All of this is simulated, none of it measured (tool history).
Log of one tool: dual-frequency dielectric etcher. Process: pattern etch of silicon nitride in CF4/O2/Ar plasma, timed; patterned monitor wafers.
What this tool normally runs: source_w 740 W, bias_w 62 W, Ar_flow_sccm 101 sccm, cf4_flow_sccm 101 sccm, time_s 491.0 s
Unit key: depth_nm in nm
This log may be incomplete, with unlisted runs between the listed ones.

run,hour,source_w,bias_w,Ar_flow_sccm,cf4_flow_sccm,time_s,wafers since the last listed run,hours since the last wet clean,hours since the last source power generator calibration,hours since the last bias power generator calibration,hours since the last Ar flow controller change,hours since the last CF4 flow controller change,hours since the last upper electrode change,hours since the gauge calibration,"read-back reference wafer on the same gauge, depth_nm",depth_nm
1,0.0,740,62,101,101,491.0,0,382.4,1531.7,2185.2,6156.3,3625.4,5472.0,126.4,1581.5,1385.6
2,19.1,740,62,101,101,491.0,82,401.5,1550.8,2204.3,6175.4,3644.5,5491.1,145.5,1580.1,1381.6
3,37.7,740,62,101,101,491.0,80,420.1,1569.4,2222.9,6194.0,3663.1,5509.7,164.1,1580.8,1379.3
4,51.8,740,62,101,107,491.0,61,434.2,1583.5,2237.0,6208.1,3677.2,5523.8,178.2,1580.2,1395.3
5,65.6,740,62,101,101,491.0,59,448.0,1597.3,2250.8,6221.9,3691.0,5537.6,192.0,1579.3,1386.9
6,84.4,740,62,101,101,491.0,81,466.8,1616.1,2269.6,6240.7,3709.8,5556.4,210.8,1580.5,1393.3
7,107.6,740,62,101,101,491.0,100,490.0,1639.3,2292.8,6263.9,3733.0,5579.6,234.0,1580.8,1385.6
# hour 147.3: wet clean of the chamber
8,147.8,740,62,101,101,491.0,70,0.5,1679.5,2333.0,6304.1,3773.2,5619.8,274.2,1580.8,1383.9
9,148.2,740,62,101,101,531.5,1,0.9,1679.9,2333.4,6304.5,3773.6,5620.2,274.6,1579.8,1492.9
10,167.0,740,62,101,101,446.0,81,19.7,1698.7,2352.2,6323.3,3792.4,5639.0,293.4,1579.0,1258.0
# hour 187.6: source power generator calibrated
# hour 192.7: CF4 flow controller replaced
11,193.2,850,62,101,101,446.0,74,45.9,5.6,2378.4,6349.5,0.5,5665.2,319.6,1579.3,1409.9
12,199.6,740,57,101,86,491.0,27,52.3,12.0,2384.8,6355.9,6.9,5671.6,326.0,1579.9,1290.4
# hour 226.3: upper electrode replaced
# hour 229.9: bias power generator calibrated
13,230.4,850,53,87,90,491.0,13,83.1,42.8,0.5,6386.7,37.7,4.1,356.8,1580.6,1450.9
# hour 242.2: gauge calibrated
14,254.1,740,75,79,115,614.5,102,106.8,66.5,24.2,6410.4,61.4,27.8,11.9,1580.4,1975.0
15,329.8,800,62,122,118,388.0,328,182.5,142.2,99.9,6486.1,137.1,103.5,87.6,1579.4,1169.6
# hour 349.1: Ar flow controller replaced
16,356.5,640,62,101,101,491.0,89,209.2,168.9,126.6,7.4,163.8,130.2,114.3,1580.5,1233.3
17,382.3,740,62,101,101,491.0,111,235.0,194.7,152.4,33.2,189.6,156.0,140.1,1579.8,1380.6
18,409.8,740,62,101,101,491.0,119,262.5,222.2,179.9,60.7,217.1,183.5,167.6,1579.0,1380.0
19,425.9,740,51,101,116,445.0,69,278.6,238.3,196.0,76.8,233.2,199.6,183.7,1581.1,1185.0
20,450.2,740,62,101,101,585.0,105,302.9,262.6,220.3,101.1,257.5,223.9,208.0,1579.9,1647.8

How the hidden state differs across the entries between the runs, from the last listed run before each to the first after it:
Between runs 7 and 8: wet clean of the chamber (hour 147.3)
  no hidden state differs between the two runs
Between runs 10 and 11: source power generator calibrated (hour 187.6); CF4 flow controller replaced (hour 192.7)
  no hidden state differs between the two runs
Between runs 12 and 13: upper electrode replaced (hour 226.3); bias power generator calibrated (hour 229.9)
  no hidden state differs between the two runs
Between runs 13 and 14: gauge calibrated (hour 242.2)
  no hidden state differs between the two runs
Between runs 15 and 16: Ar flow controller replaced (hour 349.1)
  no hidden state differs between the two runs

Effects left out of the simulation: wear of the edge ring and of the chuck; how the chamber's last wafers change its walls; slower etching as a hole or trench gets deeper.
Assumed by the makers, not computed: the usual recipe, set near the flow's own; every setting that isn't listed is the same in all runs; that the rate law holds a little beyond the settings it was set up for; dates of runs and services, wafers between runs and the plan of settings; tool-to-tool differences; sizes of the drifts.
